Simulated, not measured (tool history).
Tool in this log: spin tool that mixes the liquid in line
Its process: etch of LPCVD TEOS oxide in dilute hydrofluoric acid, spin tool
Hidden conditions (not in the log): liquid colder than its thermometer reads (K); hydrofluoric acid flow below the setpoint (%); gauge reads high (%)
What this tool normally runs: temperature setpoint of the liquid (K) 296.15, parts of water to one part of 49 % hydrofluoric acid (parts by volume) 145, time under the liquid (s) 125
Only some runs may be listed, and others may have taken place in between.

run	day	temperature setpoint of the liquid (K)	parts of water to one part of 49 % hydrofluoric acid (parts by volume)	time under the liquid (s)	wafers since the last listed run	hours since the thermometer was replaced	hours since the hydrofluoric acid flow meter was replaced	hours since the gauge calibration	read-back film thickness of the LPCVD TEOS oxide reference wafer, read on the same gauge (nm)	thickness taken off the LPCVD TEOS oxide on a monitor wafer (angstrom)
1	0	296.15	145	125	0	2148	1310.8	822.7	80	280.8
2	1.046	296.15	145	125	209	2173.1	1335.9	847.8	79.98	276.7
3	2.279	296.15	145	125	247	2202.7	1365.5	877.4	80.02	277.3
4	2.9	296.15	145	125	124	2217.6	1380.4	892.3	79.98	281.2
5	3.617	296.15	145	125	143	2234.8	1397.6	909.5	80.01	278.6
6	5.046	297.65	145	125	286	2269.1	1431.9	943.8	79.99	291.1
7	6.462	297.65	145	125	284	2303.1	1465.9	977.8	80	292.5
8	7.333	296.15	145	125	174	2324	1486.8	998.7	79.98	275.4
# day 7.433: hydrofluoric acid flow meter replaced
9	8.742	296.15	195	100	274	2357.8	31.4	1032.5	80	171.6
10	10.138	299.65	145	105	280	2391.3	64.9	1066	80.02	288.8
11	10.95	292.15	105	125	163	2410.8	84.4	1085.5	79.97	368
12	11.85	294.65	100	150	180	2432.4	106	1107.1	80	524.3
13	12.792	298.65	145	155	188	2455	128.6	1129.7	79.96	413
14	13.875	296.15	165	125	217	2481	154.6	1155.7	80	253.9
# day 14.1: gauge calibrated
# day 14.438: thermometer replaced
15	14.604	299.15	205	155	137	4	172.1	12.1	79.99	288.9
16	15.867	296.15	145	125	253	34.3	202.4	42.4	79.99	315.3
17	17.146	292.65	145	125	256	65	233.1	73.1	79.98	269.6
18	21.504	296.15	145	125	874	169.6	337.7	177.7	80.01	308.9
19	22.071	296.15	145	125	113	183.2	351.3	191.3	80.03	311.4
20	23.229	296.15	145	125	232	211	379.1	219.1	79.99	309.1
21	23.871	298.15	185	150	128	226.4	394.5	234.5	80.01	302.5
22	24.462	299.15	80	150	118	240.6	408.7	248.7	79.97	817.7
23	25.312	291.15	105	180	170	261	429.1	269.1	80	527.3
24	26.462	296.15	145	125	230	288.6	456.7	296.7	79.98	305.9
25	27.829	298.15	145	175	274	321.4	489.5	329.5	79.96	468.3
26	28.529	298.15	145	175	140	338.2	506.3	346.3	80	465.2
27	29.3	292.65	145	95	154	356.7	524.8	364.8	79.97	202.8
28	30.779	293.15	110	125	296	392.2	560.3	400.3	80.02	376.8
29	31.988	296.15	145	175	242	421.2	589.3	429.3	80.02	424.7
30	33.229	296.15	145	125	249	451	619.1	459.1	79.99	302.3
31	33.925	296.15	145	125	139	467.7	635.8	475.8	79.98	300.6
32	35.492	299.65	180	125	314	505.3	673.4	513.4	80.01	264.7

The tool's hidden state at each run:
gauge reads high (%): 0 on each run
H1: liquid colder than its thermometer reads (K)
H2: hydrofluoric acid flow below the setpoint (%)
run	H1	H2
1	1.45	7.4
2	1.47	7.54
3	1.49	7.7
4	1.5	7.78
5	1.51	7.87
6	1.53	8.05
7	1.56	8.24
8	1.57	8.35
9	1.59	0.918
10	1.61	1.1
11	1.63	1.2
12	1.64	1.32
13	1.66	1.44
14	1.67	1.58
15	0.245	1.68
16	0.265	1.84
17	0.285	2.01
18	0.354	2.57
19	0.363	2.65
20	0.382	2.8
21	0.392	2.88
22	0.401	2.96
23	0.415	3.07
24	0.433	3.22
25	0.455	3.39
26	0.466	3.48
27	0.478	3.58
28	0.502	3.77
29	0.521	3.93
30	0.54	4.09
31	0.551	4.18
32	0.576	4.39

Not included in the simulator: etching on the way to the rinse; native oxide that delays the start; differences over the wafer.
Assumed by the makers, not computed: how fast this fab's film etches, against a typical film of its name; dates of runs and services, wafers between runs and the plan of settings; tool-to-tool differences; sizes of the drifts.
